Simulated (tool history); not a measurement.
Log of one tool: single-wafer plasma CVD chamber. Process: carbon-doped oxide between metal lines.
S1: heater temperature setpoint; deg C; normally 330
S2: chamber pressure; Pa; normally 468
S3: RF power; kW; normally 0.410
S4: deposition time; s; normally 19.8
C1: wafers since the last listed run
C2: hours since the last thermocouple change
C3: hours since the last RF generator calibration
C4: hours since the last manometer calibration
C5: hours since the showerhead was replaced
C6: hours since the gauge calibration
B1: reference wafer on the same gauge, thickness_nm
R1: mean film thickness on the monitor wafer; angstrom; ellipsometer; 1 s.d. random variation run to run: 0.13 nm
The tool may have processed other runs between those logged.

{"run": 1, "hour": 0.0, "S1": 330, "S2": 519, "S3": 0.41, "S4": 19.8, "C1": 0, "C2": 1077.8, "C3": 1662.0, "C4": 2419.1, "C5": 3591.5, "C6": 36.4, "B1": 90.176, "R1": 808.74}
{"run": 2, "hour": 17.7, "S1": 330, "S2": 519, "S3": 0.41, "S4": 19.8, "C1": 260, "C2": 1095.5, "C3": 1679.7, "C4": 2436.8, "C5": 3609.2, "C6": 54.1, "B1": 90.241, "R1": 807.3}
{"run": 3, "hour": 28.7, "S1": 330, "S2": 519, "S3": 0.41, "S4": 19.8, "C1": 161, "C2": 1106.5, "C3": 1690.7, "C4": 2447.8, "C5": 3620.2, "C6": 65.1, "B1": 90.203, "R1": 808.62}
{"run": 4, "hour": 46.6, "S1": 330, "S2": 392, "S3": 0.41, "S4": 19.8, "C1": 263, "C2": 1124.4, "C3": 1708.6, "C4": 2465.7, "C5": 3638.1, "C6": 83.0, "B1": 90.205, "R1": 777.18}
{"run": 5, "hour": 62.2, "S1": 330, "S2": 392, "S3": 0.41, "S4": 19.8, "C1": 229, "C2": 1140.0, "C3": 1724.2, "C4": 2481.3, "C5": 3653.7, "C6": 98.6, "B1": 90.207, "R1": 777.37}
{"hour": 75.8, "done": "thermocouple changed; heater temperature recalibrated"}
{"hour": 83.4, "done": "capacitance manometer re-zeroed and calibrated"}
{"run": 6, "hour": 83.9, "S1": 330, "S2": 392, "S3": 0.41, "S4": 19.8, "C1": 88, "C2": 8.1, "C3": 1745.9, "C4": 0.5, "C5": 3675.4, "C6": 120.3, "B1": 90.238, "R1": 774.63}
{"run": 7, "hour": 84.3, "S1": 330, "S2": 468, "S3": 0.41, "S4": 19.8, "C1": 5, "C2": 8.5, "C3": 1746.3, "C4": 0.9, "C5": 3675.8, "C6": 120.7, "B1": 90.254, "R1": 792.73}
{"run": 8, "hour": 89.3, "S1": 330, "S2": 468, "S3": 0.41, "S4": 19.8, "C1": 73, "C2": 13.5, "C3": 1751.3, "C4": 5.9, "C5": 3680.8, "C6": 125.7, "B1": 90.204, "R1": 792.36}
{"run": 9, "hour": 95.6, "S1": 330, "S2": 468, "S3": 0.41, "S4": 19.8, "C1": 92, "C2": 19.8, "C3": 1757.6, "C4": 12.2, "C5": 3687.1, "C6": 132.0, "B1": 90.223, "R1": 791.36}
{"hour": 98.3, "done": "gauge calibrated"}
{"run": 10, "hour": 107.6, "S1": 330, "S2": 468, "S3": 0.41, "S4": 16.4, "C1": 176, "C2": 31.8, "C3": 1769.6, "C4": 24.2, "C5": 3699.1, "C6": 9.3, "B1": 90.172, "R1": 657.59}
{"run": 11, "hour": 117.4, "S1": 330, "S2": 468, "S3": 0.465, "S4": 19.8, "C1": 144, "C2": 41.6, "C3": 1779.4, "C4": 34.0, "C5": 3708.9, "C6": 19.1, "B1": 90.234, "R1": 889.43}
{"run": 12, "hour": 129.4, "S1": 319, "S2": 393, "S3": 0.41, "S4": 16.3, "C1": 176, "C2": 53.6, "C3": 1791.4, "C4": 46.0, "C5": 3720.9, "C6": 31.1, "B1": 90.211, "R1": 668.57}

For run 13, what comes out?
{"hour": 143.1, "done": "RF generator calibrated"}
{"run": 13, "hour": 143.6, "S1": 330, "S2": 468, "S3": 0.41, "S4": 21.5, "C1": 91, "C2": 67.8, "C3": 0.5, "C4": 60.2, "C5": 3735.1, "C6": 45.3, "B1": "?", "R1": "?"}

B1: 90.174
R1: 894.92 angstrom
Minus the tool's unlogged condition, the same run would have read R1 904.16 angstrom.
